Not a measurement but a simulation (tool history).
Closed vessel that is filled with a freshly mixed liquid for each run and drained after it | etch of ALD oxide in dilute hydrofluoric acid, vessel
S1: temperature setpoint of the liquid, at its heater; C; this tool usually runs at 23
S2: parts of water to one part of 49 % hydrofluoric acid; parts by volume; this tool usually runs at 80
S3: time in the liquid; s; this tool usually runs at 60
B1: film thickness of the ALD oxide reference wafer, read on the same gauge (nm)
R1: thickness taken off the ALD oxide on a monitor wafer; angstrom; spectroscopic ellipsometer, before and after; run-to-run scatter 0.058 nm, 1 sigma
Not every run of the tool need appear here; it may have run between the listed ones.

{"run": 1, "hour": 0.0, "S1": 25.5, "S2": 80, "S3": 85, "B1": 89.96, "R1": 118.3}
{"run": 2, "hour": 17.1, "S1": 23, "S2": 80, "S3": 60, "B1": 89.99, "R1": 74.3}
{"run": 3, "hour": 47.7, "S1": 23, "S2": 80, "S3": 60, "B1": 90, "R1": 74.4}
{"run": 4, "hour": 82.3, "S1": 25, "S2": 80, "S3": 60, "B1": 90, "R1": 79.8}
{"run": 5, "hour": 114.2, "S1": 23, "S2": 80, "S3": 60, "B1": 89.98, "R1": 74.5}
{"hour": 143.7, "done": "gauge calibrated"}
{"run": 6, "hour": 148.3, "S1": 23, "S2": 80, "S3": 60, "B1": 90.01, "R1": 74.4}
{"run": 7, "hour": 171.1, "S1": 23, "S2": 80, "S3": 60, "B1": 90, "R1": 72.6}
{"run": 8, "hour": 200.2, "S1": 23, "S2": 100, "S3": 60, "B1": 89.98, "R1": 56.5}
{"run": 9, "hour": 259.7, "S1": 27, "S2": 105, "S3": 60, "B1": 90, "R1": 61.2}
{"run": 10, "hour": 273.2, "S1": 27.5, "S2": 80, "S3": 60, "B1": 90.01, "R1": 84.3}
{"run": 11, "hour": 300.3, "S1": 23, "S2": 80, "S3": 60, "B1": 89.98, "R1": 70.9}
{"hour": 314.9, "done": "hydrofluoric acid flow meter replaced"}
{"hour": 323.8, "done": "thermometer replaced"}
{"run": 12, "hour": 334.1, "S1": 25.5, "S2": 65, "S3": 30, "B1": 89.99, "R1": 57.8}
{"run": 13, "hour": 359.2, "S1": 23, "S2": 80, "S3": 60, "B1": 90.01, "R1": 83.2}
{"run": 14, "hour": 385.8, "S1": 23, "S2": 55, "S3": 95, "B1": 89.98, "R1": 199.5}
{"run": 15, "hour": 417.0, "S1": 26, "S2": 105, "S3": 50, "B1": 89.99, "R1": 56.8}

5 options for the next run, each taken on its own from the tool as it stands now. Forecast them:
{"run": "A", "hour": 417.7, "S1": 23, "S2": 80, "S3": 40, "B1": "?", "R1": "?"}
{"run": "B", "hour": 417.7, "S1": 23, "S2": 65, "S3": 80, "B1": "?", "R1": "?"}
{"run": "C", "hour": 417.7, "S1": 18.5, "S2": 60, "S3": 30, "B1": "?", "R1": "?"}
{"run": "D", "hour": 417.7, "S1": 25.5, "S2": 115, "S3": 30, "B1": "?", "R1": "?"}
{"run": "E", "hour": 417.7, "S1": 19.5, "S2": 100, "S3": 85, "B1": "?", "R1": "?"}

run=A B1=89.98 R1=55.7
run=B B1=89.98 R1=139.8
run=C B1=89.98 R1=47.4
run=D B1=89.98 R1=30.7
run=E B1=89.98 R1=80.2
Had the tool no hidden state, the same runs would have come out as:
run=A R1=57.4
run=B R1=144.1
run=C R1=48.8
run=D R1=31.7
run=E R1=82.7
